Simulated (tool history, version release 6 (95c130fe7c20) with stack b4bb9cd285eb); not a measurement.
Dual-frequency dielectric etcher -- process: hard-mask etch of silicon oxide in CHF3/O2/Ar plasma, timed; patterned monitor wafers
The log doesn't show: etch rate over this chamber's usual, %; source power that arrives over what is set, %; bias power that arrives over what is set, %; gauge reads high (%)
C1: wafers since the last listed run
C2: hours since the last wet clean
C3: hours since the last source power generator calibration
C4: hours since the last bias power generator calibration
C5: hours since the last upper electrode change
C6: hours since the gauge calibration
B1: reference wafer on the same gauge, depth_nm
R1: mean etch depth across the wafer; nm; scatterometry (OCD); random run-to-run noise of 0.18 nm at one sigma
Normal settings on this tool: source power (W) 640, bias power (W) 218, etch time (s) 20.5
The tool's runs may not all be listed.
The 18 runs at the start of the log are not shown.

{"run": 19, "hour": 727.1, "source power (W)": 640, "bias power (W)": 218, "etch time (s)": 20.5, "C1": 136, "C2": 50.2, "C3": 458.8, "C4": 221.8, "C5": 230.7, "C6": 1052, "B1": 41.98, "R1": 42.54}
{"run": 20, "hour": 757.7, "source power (W)": 640, "bias power (W)": 218, "etch time (s)": 20.5, "C1": 314, "C2": 80.8, "C3": 489.4, "C4": 252.4, "C5": 261.3, "C6": 1082.6, "B1": 41.95, "R1": 42.95}
{"hour": 766.0, "done": "gauge calibrated"}
{"run": 21, "hour": 773.4, "source power (W)": 800, "bias power (W)": 232, "etch time (s)": 22, "C1": 161, "C2": 96.5, "C3": 505.1, "C4": 268.1, "C5": 277, "C6": 7.4, "B1": 40.89, "R1": 50.79}
{"run": 22, "hour": 803.0, "source power (W)": 550, "bias power (W)": 218, "etch time (s)": 26, "C1": 303, "C2": 126.1, "C3": 534.7, "C4": 297.7, "C5": 306.6, "C6": 37, "B1": 40.92, "R1": 49.5}
{"run": 23, "hour": 820.9, "source power (W)": 550, "bias power (W)": 218, "etch time (s)": 17.5, "C1": 183, "C2": 144, "C3": 552.6, "C4": 315.6, "C5": 324.5, "C6": 54.9, "B1": 41.06, "R1": 33.47}
{"run": 24, "hour": 919.6, "source power (W)": 500, "bias power (W)": 165, "etch time (s)": 18.5, "C1": 1013, "C2": 242.7, "C3": 651.3, "C4": 414.3, "C5": 423.2, "C6": 153.6, "B1": 41.27, "R1": 29.57}
{"run": 25, "hour": 941.6, "source power (W)": 550, "bias power (W)": 242, "etch time (s)": 17.5, "C1": 225, "C2": 264.7, "C3": 673.3, "C4": 436.3, "C5": 445.2, "C6": 175.6, "B1": 41.31, "R1": 35.59}
{"run": 26, "hour": 966.8, "source power (W)": 580, "bias power (W)": 218, "etch time (s)": 20.5, "C1": 258, "C2": 289.9, "C3": 698.5, "C4": 461.5, "C5": 470.4, "C6": 200.8, "B1": 41.39, "R1": 40.19}
{"run": 27, "hour": 1013.6, "source power (W)": 640, "bias power (W)": 245, "etch time (s)": 19, "C1": 480, "C2": 336.7, "C3": 745.3, "C4": 508.3, "C5": 517.2, "C6": 247.6, "B1": 41.4, "R1": 41.69}
{"run": 28, "hour": 1045.8, "source power (W)": 750, "bias power (W)": 237, "etch time (s)": 16.5, "C1": 330, "C2": 368.9, "C3": 777.5, "C4": 540.5, "C5": 549.4, "C6": 279.8, "B1": 41.46, "R1": 38.01}
{"run": 29, "hour": 1071.7, "source power (W)": 740, "bias power (W)": 177, "etch time (s)": 15, "C1": 265, "C2": 394.8, "C3": 803.4, "C4": 566.4, "C5": 575.3, "C6": 305.7, "B1": 41.48, "R1": 29.66}
{"hour": 1109.2, "done": "wet clean of the chamber"}
{"run": 30, "hour": 1109.7, "source power (W)": 640, "bias power (W)": 218, "etch time (s)": 20.5, "C1": 143, "C2": 0.5, "C3": 841.4, "C4": 604.4, "C5": 613.3, "C6": 343.7, "B1": 41.61, "R1": 42.5}

Predict each of these 4 candidate next runs independently; none follows another, all start after run 30:
{"run": "A", "hour": 1110.1, "source power (W)": 640, "bias power (W)": 218, "etch time (s)": 20.5, "C1": 4, "C2": 0.9, "C3": 841.8, "C4": 604.8, "C5": 613.7, "C6": 344.1, "B1": "?", "R1": "?"}
{"run": "B", "hour": 1110.1, "source power (W)": 580, "bias power (W)": 218, "etch time (s)": 24.5, "C1": 4, "C2": 0.9, "C3": 841.8, "C4": 604.8, "C5": 613.7, "C6": 344.1, "B1": "?", "R1": "?"}
{"run": "C", "hour": 1110.1, "source power (W)": 580, "bias power (W)": 183, "etch time (s)": 20.5, "C1": 4, "C2": 0.9, "C3": 841.8, "C4": 604.8, "C5": 613.7, "C6": 344.1, "B1": "?", "R1": "?"}
{"run": "D", "hour": 1110.1, "source power (W)": 730, "bias power (W)": 198, "etch time (s)": 20.5, "C1": 4, "C2": 0.9, "C3": 841.8, "C4": 604.8, "C5": 613.7, "C6": 344.1, "B1": "?", "R1": "?"}

run=A B1=41.62 R1=42.26
run=B B1=41.62 R1=48.46
run=C B1=41.62 R1=37.09
run=D B1=41.62 R1=42.56
Stripped of hidden state, with their random variation kept, the same runs would have yielded:
run=A R1=41.55
run=B R1=47.64
run=C R1=36.47
run=D R1=41.85

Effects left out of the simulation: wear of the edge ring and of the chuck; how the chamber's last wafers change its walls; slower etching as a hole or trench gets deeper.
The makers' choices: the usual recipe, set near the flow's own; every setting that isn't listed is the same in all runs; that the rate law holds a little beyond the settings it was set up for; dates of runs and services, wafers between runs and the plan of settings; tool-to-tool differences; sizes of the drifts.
